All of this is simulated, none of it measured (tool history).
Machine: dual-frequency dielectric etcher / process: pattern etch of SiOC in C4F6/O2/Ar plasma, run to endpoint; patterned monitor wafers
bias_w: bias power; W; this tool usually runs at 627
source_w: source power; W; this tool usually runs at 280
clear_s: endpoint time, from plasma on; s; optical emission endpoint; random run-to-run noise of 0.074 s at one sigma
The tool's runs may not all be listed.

run,hour,bias_w,source_w,"incoming incoming film thickness, nm",clear_s
1,0,627,280,32.78,12.2
2,85.6,627,280,33,12.3
3,171.2,627,280,32.86,12.2
4,240.3,627,280,32.39,12.1
5,322,627,280,32.43,12.2
6,386.6,627,280,32.44,12.1
7,425.9,627,280,32.44,11.9
8,500.5,627,280,32.59,12.1
# hour 528: wet clean of the chamber
9,571.6,627,280,32.61,12
10,654.9,627,280,32.76,12.2
11,749.8,627,280,32.37,12
# hour 827.5: upper electrode replaced
12,828,627,280,32.49,12.1
# hour 862.7: bias power generator calibrated
# hour 911.2: source power generator calibrated
13,911.9,627,280,32.19,12
14,980,483,330,32.43,12.9
15,1073.3,711,240,32.58,12.1
16,1126.2,627,220,32.49,13.1
17,1227.6,777,250,32.71,11.6
# hour 1276.3: wet clean of the chamber
18,1276.8,627,280,32.32,12.1
19,1376.4,627,250,32.26,12.5
20,1437.7,627,280,32.67,12.4
21,1536.5,627,280,31.97,12.2
# hour 1558.8: bias power generator calibrated, repeated, since the last time left the tool worse
22,1590.6,692,340,32.6,10.9
23,1675.2,474,230,32.34,14.1
24,1763.9,627,280,32.53,11.9
25,1856.1,766,320,32.82,10.8
26,1958.8,584,280,32.31,12.3
27,2055.8,708,260,32.95,11.9
# hour 2109.7: wet clean of the chamber
28,2127.8,627,280,32.46,12.1
29,2169.1,504,340,32.4,12.5
30,2275,627,280,32.32,12
31,2380.1,627,280,32.32,12.1
32,2432.3,564,310,32.16,12.2
33,2471.3,575,240,32.49,13
34,2560.9,492,220,32.48,14.1
35,2621.8,627,280,32.35,12
36,2685.5,627,280,32.22,11.8

Table of differences, measured result less the result of that run with no hidden state. Run-to-run variation is the same in both. Gauge scatter possibly is not:
Hidden conditions of the tool in this case: etch rate over this chamber's usual, %; bias power that arrives over what is set, %; source power that arrives over what is set, %.
run,clear_s
1,+0.2
2,+0.1
3,+0.1
4,+0.1
5,+0.2
6,+0.2
7,+0.1
8,+0.1
9,+0.1
10,+0.1
11,+0.2
12,+0.2
13,+0.2
14,+0.2
15,+0.2
16,+0.4
17,+0.3
18,+0.3
19,+0.4
20,+0.4
21,+0.3
22,+0
23,+0
24,+0
25,+0.1
26,+0
27,+0.1
28,+0
29,+0.1
30,+0.1
31,+0.1
32,+0
33,+0.1
34,+0.1
35,+0.1
36,+0.1
